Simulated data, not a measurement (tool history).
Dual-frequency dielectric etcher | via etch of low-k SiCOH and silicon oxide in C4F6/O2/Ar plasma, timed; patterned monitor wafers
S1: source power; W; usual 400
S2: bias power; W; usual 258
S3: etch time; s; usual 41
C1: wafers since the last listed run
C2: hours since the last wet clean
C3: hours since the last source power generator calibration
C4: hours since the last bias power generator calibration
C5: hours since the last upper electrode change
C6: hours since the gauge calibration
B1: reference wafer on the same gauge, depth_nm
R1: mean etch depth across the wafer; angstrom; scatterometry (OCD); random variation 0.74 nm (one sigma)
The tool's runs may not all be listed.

{"run": 1, "day": 0.0, "S1": 430, "S2": 258, "S3": 41, "C1": 0, "C2": 250.9, "C3": 4816.6, "C4": 1642.4, "C5": 3700.3, "C6": 84.9, "B1": 119, "R1": 1252}
{"run": 2, "day": 0.467, "S1": 430, "S2": 258, "S3": 41, "C1": 170, "C2": 262.1, "C3": 4827.8, "C4": 1653.6, "C5": 3711.5, "C6": 96.1, "B1": 118.8, "R1": 1246}
{"run": 3, "day": 1.033, "S1": 430, "S2": 258, "S3": 41, "C1": 207, "C2": 275.7, "C3": 4841.4, "C4": 1667.2, "C5": 3725.1, "C6": 109.7, "B1": 119.1, "R1": 1255}
{"run": 4, "day": 1.508, "S1": 400, "S2": 258, "S3": 41, "C1": 173, "C2": 287.1, "C3": 4852.8, "C4": 1678.6, "C5": 3736.5, "C6": 121.1, "B1": 119, "R1": 1247}
{"run": 5, "day": 2.05, "S1": 400, "S2": 258, "S3": 41, "C1": 198, "C2": 300.1, "C3": 4865.8, "C4": 1691.6, "C5": 3749.5, "C6": 134.1, "B1": 118.9, "R1": 1232}
{"run": 6, "day": 2.738, "S1": 400, "S2": 258, "S3": 41, "C1": 251, "C2": 316.6, "C3": 4882.3, "C4": 1708.1, "C5": 3766, "C6": 150.6, "B1": 119.1, "R1": 1246}
{"run": 7, "day": 3.35, "S1": 400, "S2": 258, "S3": 32, "C1": 223, "C2": 331.3, "C3": 4897, "C4": 1722.8, "C5": 3780.7, "C6": 165.3, "B1": 118.8, "R1": 974}
{"run": 8, "day": 3.946, "S1": 400, "S2": 258, "S3": 32, "C1": 217, "C2": 345.6, "C3": 4911.3, "C4": 1737.1, "C5": 3795, "C6": 179.6, "B1": 119, "R1": 959}
{"run": 9, "day": 4.683, "S1": 400, "S2": 258, "S3": 32, "C1": 269, "C2": 363.3, "C3": 4929, "C4": 1754.8, "C5": 3812.7, "C6": 197.3, "B1": 119.1, "R1": 980}
{"run": 10, "day": 5.233, "S1": 400, "S2": 258, "S3": 41, "C1": 201, "C2": 376.5, "C3": 4942.2, "C4": 1768, "C5": 3825.9, "C6": 210.5, "B1": 119.1, "R1": 1265}
{"day": 6.521, "done": "source power generator calibrated"}
{"day": 6.588, "done": "bias power generator calibrated"}
{"day": 6.7, "done": "upper electrode replaced"}
{"day": 7.275, "done": "wet clean of the chamber"}
{"run": 11, "day": 7.296, "S1": 400, "S2": 229, "S3": 48.5, "C1": 417, "C2": 0.5, "C3": 18.6, "C4": 17, "C5": 14.3, "C6": 260, "B1": 118.9, "R1": 1378}
{"run": 12, "day": 7.308, "S1": 400, "S2": 229, "S3": 48.5, "C1": 4, "C2": 0.8, "C3": 18.9, "C4": 17.3, "C5": 14.6, "C6": 260.3, "B1": 119, "R1": 1388}
{"run": 13, "day": 7.321, "S1": 430, "S2": 320, "S3": 49.5, "C1": 4, "C2": 1.1, "C3": 19.2, "C4": 17.6, "C5": 14.9, "C6": 260.6, "B1": 119, "R1": 1532}
{"run": 14, "day": 7.538, "S1": 300, "S2": 278, "S3": 41, "C1": 79, "C2": 6.3, "C3": 24.4, "C4": 22.8, "C5": 20.1, "C6": 265.8, "B1": 119.1, "R1": 1157}
{"run": 15, "day": 7.858, "S1": 400, "S2": 258, "S3": 47, "C1": 117, "C2": 14, "C3": 32.1, "C4": 30.5, "C5": 27.8, "C6": 273.5, "B1": 118.9, "R1": 1385}
{"run": 16, "day": 8.5, "S1": 490, "S2": 278, "S3": 34, "C1": 234, "C2": 29.4, "C3": 47.5, "C4": 45.9, "C5": 43.2, "C6": 288.9, "B1": 118.9, "R1": 1062}
{"run": 17, "day": 8.85, "S1": 440, "S2": 304, "S3": 31, "C1": 127, "C2": 37.8, "C3": 55.9, "C4": 54.3, "C5": 51.6, "C6": 297.3, "B1": 118.9, "R1": 954}
{"day": 9.433, "done": "gauge calibrated"}
{"run": 18, "day": 9.442, "S1": 400, "S2": 258, "S3": 41, "C1": 216, "C2": 52, "C3": 70.1, "C4": 68.5, "C5": 65.8, "C6": 0.2, "B1": 119.2, "R1": 1192}
{"run": 19, "day": 9.75, "S1": 360, "S2": 314, "S3": 48.5, "C1": 112, "C2": 59.4, "C3": 77.5, "C4": 75.9, "C5": 73.2, "C6": 7.6, "B1": 118.9, "R1": 1443}
{"run": 20, "day": 10.071, "S1": 400, "S2": 258, "S3": 32, "C1": 117, "C2": 67.1, "C3": 85.2, "C4": 83.6, "C5": 80.9, "C6": 15.3, "B1": 119.2, "R1": 934}
{"run": 21, "day": 10.371, "S1": 400, "S2": 258, "S3": 41, "C1": 109, "C2": 74.3, "C3": 92.4, "C4": 90.8, "C5": 88.1, "C6": 22.5, "B1": 118.9, "R1": 1212}
{"run": 22, "day": 10.642, "S1": 430, "S2": 305, "S3": 52.5, "C1": 99, "C2": 80.8, "C3": 98.9, "C4": 97.3, "C5": 94.6, "C6": 29, "B1": 119.1, "R1": 1613}
{"run": 23, "day": 11.233, "S1": 430, "S2": 207, "S3": 41, "C1": 216, "C2": 95, "C3": 113.1, "C4": 111.5, "C5": 108.8, "C6": 43.2, "B1": 119.1, "R1": 1196}
{"run": 24, "day": 11.912, "S1": 400, "S2": 230, "S3": 31, "C1": 248, "C2": 111.3, "C3": 129.4, "C4": 127.8, "C5": 125.1, "C6": 59.5, "B1": 119, "R1": 889}
{"run": 25, "day": 12.375, "S1": 400, "S2": 315, "S3": 50.5, "C1": 169, "C2": 122.4, "C3": 140.5, "C4": 138.9, "C5": 136.2, "C6": 70.6, "B1": 119, "R1": 1556}

4 ways to go on from here, each from the tool as it stands after run 25. What would each give?
{"run": "A", "day": 12.392, "S1": 370, "S2": 258, "S3": 41, "C1": 6, "C2": 122.8, "C3": 140.9, "C4": 139.3, "C5": 136.6, "C6": 71, "B1": "?", "R1": "?"}
{"run": "B", "day": 12.392, "S1": 360, "S2": 234, "S3": 33.5, "C1": 6, "C2": 122.8, "C3": 140.9, "C4": 139.3, "C5": 136.6, "C6": 71, "B1": "?", "R1": "?"}
{"run": "C", "day": 12.392, "S1": 370, "S2": 236, "S3": 51, "C1": 6, "C2": 122.8, "C3": 140.9, "C4": 139.3, "C5": 136.6, "C6": 71, "B1": "?", "R1": "?"}
{"run": "D", "day": 12.392, "S1": 490, "S2": 280, "S3": 32, "C1": 6, "C2": 122.8, "C3": 140.9, "C4": 139.3, "C5": 136.6, "C6": 71, "B1": "?", "R1": "?"}

run=A B1=119.4 R1=1200
run=B B1=119.4 R1=960
run=C B1=119.4 R1=1471
run=D B1=119.4 R1=1004
Without the tool's hidden state the same runs would have given:
run=A R1=1182
run=B R1=946
run=C R1=1449
run=D R1=989

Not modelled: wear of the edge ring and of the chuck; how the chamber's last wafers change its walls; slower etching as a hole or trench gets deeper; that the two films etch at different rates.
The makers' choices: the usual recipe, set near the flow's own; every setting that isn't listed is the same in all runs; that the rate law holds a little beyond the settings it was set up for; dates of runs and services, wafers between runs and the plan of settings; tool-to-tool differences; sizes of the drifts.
